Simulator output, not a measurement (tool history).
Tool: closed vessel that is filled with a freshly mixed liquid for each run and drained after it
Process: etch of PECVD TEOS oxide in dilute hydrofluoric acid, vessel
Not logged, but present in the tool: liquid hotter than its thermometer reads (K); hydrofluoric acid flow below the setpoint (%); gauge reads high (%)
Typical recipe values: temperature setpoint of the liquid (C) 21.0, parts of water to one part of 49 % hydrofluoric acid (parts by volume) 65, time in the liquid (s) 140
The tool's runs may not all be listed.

| run | hour | temperature setpoint of the liquid (C) | parts of water to one part of 49 % hydrofluoric acid (parts by volume) | time in the liquid (s) | wafers since the last listed run | hours since the thermometer was replaced | hours since the hydrofluoric acid flow meter was replaced | hours since the gauge calibration | read-back film thickness of the PECVD TEOS oxide reference wafer, read on the same gauge (nm) | thickness taken off the PECVD TEOS oxide on a monitor wafer (nm) |
|---|---|---|---|---|---|---|---|---|---|---|
| 1 | 0.0 | 22.5 | 65 | 140 | 0 | 1897.0 | 402.7 | 158.9 | 80.00 | 34.16 |
| 2 | 50.1 | 22.5 | 65 | 140 | 4425 | 1947.1 | 452.8 | 209.0 | 79.99 | 34.17 |
| 3 | 96.8 | 22.5 | 65 | 140 | 4125 | 1993.8 | 499.5 | 255.7 | 80.01 | 34.07 |
| 4 | 151.0 | 21.0 | 55 | 140 | 4787 | 2048.0 | 553.7 | 309.9 | 80.01 | 37.89 |
| 5 | 258.1 | 21.0 | 55 | 140 | 9460 | 2155.1 | 660.8 | 417.0 | 80.02 | 37.66 |
| 6 | 325.5 | 21.0 | 65 | 140 | 5953 | 2222.5 | 728.2 | 484.4 | 80.02 | 31.11 |
| 7 | 402.8 | 21.0 | 65 | 140 | 6828 | 2299.8 | 805.5 | 561.7 | 79.99 | 30.78 |
|  | 496.2 | hydrofluoric acid flow meter replaced |
| 8 | 502.9 | 21.0 | 65 | 140 | 8753 | 2399.9 | 6.7 | 661.8 | 80.00 | 33.12 |
| 9 | 581.5 | 21.0 | 65 | 140 | 6942 | 2478.5 | 85.3 | 740.4 | 79.95 | 32.84 |
|  | 625.2 | thermometer replaced |
| 10 | 667.6 | 21.0 | 65 | 205 | 7517 | 42.4 | 171.4 | 826.5 | 79.98 | 47.94 |
|  | 691.1 | gauge calibrated |
| 11 | 708.6 | 21.0 | 65 | 70 | 3621 | 83.4 | 212.4 | 17.5 | 80.00 | 16.15 |
| 12 | 795.7 | 21.0 | 55 | 140 | 7693 | 170.5 | 299.5 | 104.6 | 79.95 | 38.82 |
| 13 | 879.3 | 17.0 | 85 | 140 | 7384 | 254.1 | 383.1 | 188.2 | 79.99 | 20.14 |
| 14 | 946.5 | 24.0 | 65 | 100 | 5935 | 321.3 | 450.3 | 255.4 | 80.03 | 25.74 |
| 15 | 988.9 | 19.0 | 65 | 140 | 3745 | 363.7 | 492.7 | 297.8 | 80.00 | 28.97 |
| 16 | 1039.6 | 21.0 | 65 | 140 | 4478 | 414.4 | 543.4 | 348.5 | 79.99 | 31.66 |

Predict each of these 4 candidate next runs independently; none follows another, all start after run 16:
| A | 1040.3 | 21.0 | 65 | 140 | 61 | 415.1 | 544.1 | 349.2 | ? | ? |
| B | 1040.3 | 17.5 | 40 | 195 | 61 | 415.1 | 544.1 | 349.2 | ? | ? |
| C | 1040.3 | 26.0 | 90 | 95 | 61 | 415.1 | 544.1 | 349.2 | ? | ? |
| D | 1040.3 | 23.5 | 65 | 140 | 61 | 415.1 | 544.1 | 349.2 | ? | ? |

| run | read-back film thickness of the PECVD TEOS oxide reference wafer, read on the same gauge (nm) | thickness taken off the PECVD TEOS oxide on a monitor wafer (nm) |
|---|---|---|
| A | 79.99 | 31.59 |
| B | 79.99 | 63.56 |
| C | 79.99 | 18.32 |
| D | 79.99 | 35.01 |
Without the tool's hidden state the same runs would have given:
| run | thickness taken off the PECVD TEOS oxide on a monitor wafer (nm) |
|---|---|
| A | 33.90 |
| B | 68.06 |
| C | 19.71 |
| D | 37.59 |
